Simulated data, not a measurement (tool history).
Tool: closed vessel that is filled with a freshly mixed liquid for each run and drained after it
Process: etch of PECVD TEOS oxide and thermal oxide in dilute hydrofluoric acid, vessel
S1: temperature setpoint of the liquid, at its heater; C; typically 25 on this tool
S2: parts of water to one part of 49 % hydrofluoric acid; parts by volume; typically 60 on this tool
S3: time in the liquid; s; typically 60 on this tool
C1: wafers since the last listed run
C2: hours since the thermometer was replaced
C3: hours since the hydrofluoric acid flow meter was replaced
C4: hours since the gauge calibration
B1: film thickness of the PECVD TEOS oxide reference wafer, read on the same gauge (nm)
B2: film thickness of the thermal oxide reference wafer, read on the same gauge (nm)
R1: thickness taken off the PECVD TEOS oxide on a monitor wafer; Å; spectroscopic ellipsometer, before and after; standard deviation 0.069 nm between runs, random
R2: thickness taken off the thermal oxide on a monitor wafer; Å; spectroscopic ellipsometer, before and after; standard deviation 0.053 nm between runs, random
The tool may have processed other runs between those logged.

run    hour    S1  S2  S3     C1      C2     C3      C4     B1     B2     R1     R2
  1       0    21  60  60      0   323.1  586.7  3128.9     60  29.99  116.6   45.8
  2    52.8    21  60  60   7260   375.9  639.5  3181.7  60.06  30.04  115.7   45.8
      123.9  -- hydrofluoric acid flow meter replaced
  3   348.4    25  60  60  40510   671.5  224.5  3477.3  60.01     30  136.3   54.2
  4   436.9  28.5  45  30  12169     760    313  3565.8  60.04  30.01    107   41.7
  5   479.5    25  40  60   5857   802.6  355.6  3608.4  60.04  29.98  211.7   83.5
  6   545.4    21  75  45   9061   868.5  421.5  3674.3  60.02     30   68.4   26.7
  7   621.6    25  75  95  10478   944.7  497.7  3750.5     60     30  170.1   65.2
  8   722.9    25  60  40  13929    1046    599  3851.8  59.97     30   91.7   35.6
      752.7  -- gauge calibrated
  9   803.4    21  60  60  11069  1126.5  679.5    50.7  60.05     30  114.8   45.9
      888.7  -- hydrofluoric acid flow meter replaced
 10  1024.6    25  60  60  30279  1347.7  135.9   271.9  59.95     30  137.1   54.1
 11  1118.9    20  60  75  12967    1442  230.2   366.2  60.02  29.98  138.9   53.6
     1134.4  -- thermometer replaced
 12  1205.7    25  50  50  11798    71.3    317     453  60.02  29.99  138.5   54.1
 13    1286    25  60  60  11042   151.6  397.3   533.3  60.04  29.98  135.5     54
 14  1391.8    25  60  60  14548   257.4  503.1   639.1  60.02  30.03  137.8   53.5
 15  1478.2  21.5  85  30  11880   343.8  589.5   725.5     60  30.02   40.4   15.9
 16  1547.2    27  60  45   9488   412.8  658.5   794.5     60  30.01  111.8   43.9
     1601.4  -- hydrofluoric acid flow meter replaced
 17  1622.4    25  60  40  10203     488     21   869.7  59.98  30.01   90.7   35.8
 18  1659.8    29  45  95   5142   525.4   58.4   907.1  59.99  29.97  347.2  134.5
 19  1716.7    25  60  50   7824   582.3  115.3     964     60     30  113.8   44.8
 20  1811.3  21.5  35  40  13008   676.9  209.9  1058.6  60.01     30  140.1     54
 21    1856    25  60  60   6146   721.6  254.6  1103.3  59.96     30  136.7   54.1
 22  1913.8  28.5  60  60   7948   779.4  312.4  1161.1  60.04  29.98  157.3   60.8
 23  1994.1  21.5  45  60  11042   859.7  392.7  1241.4  60.03  30.01  161.3   63.4
 24  2048.2    25  60  60   7439   913.8  446.8  1295.5  59.97  29.98  136.5   52.9
 25  2114.1    25  40  80   9061   979.7  512.7  1361.4     60  30.01  283.1  110.6
 26  2169.4    25  70  60   7604    1035    568  1416.7  59.95  30.01  116.7   45.1
 27  2253.8    25  40  45  11605  1119.4  652.4  1501.1  60.01  30.03  158.7   62.5

Below are 3 alternative next runs, each starting from the tool's condition after run 27. Predict each:
  A  2254.5  29.5  60  60  96  1120.1  653.1  1501.8   ?   ?   ?   ?
  B  2254.5    23  60  40  96  1120.1  653.1  1501.8   ?   ?   ?   ?
  C  2254.5    22  80  60  96  1120.1  653.1  1501.8   ?   ?   ?   ?

run     B1  B2     R1    R2
  A  59.98  30  163.6  64.6
  B  59.98  30     84  33.2
  C  59.98  30   88.5    35
What these runs would have given with no unlogged condition in the tool:
run     R1    R2
  A  163.6  64.6
  B     84  33.2
  C   88.5    35

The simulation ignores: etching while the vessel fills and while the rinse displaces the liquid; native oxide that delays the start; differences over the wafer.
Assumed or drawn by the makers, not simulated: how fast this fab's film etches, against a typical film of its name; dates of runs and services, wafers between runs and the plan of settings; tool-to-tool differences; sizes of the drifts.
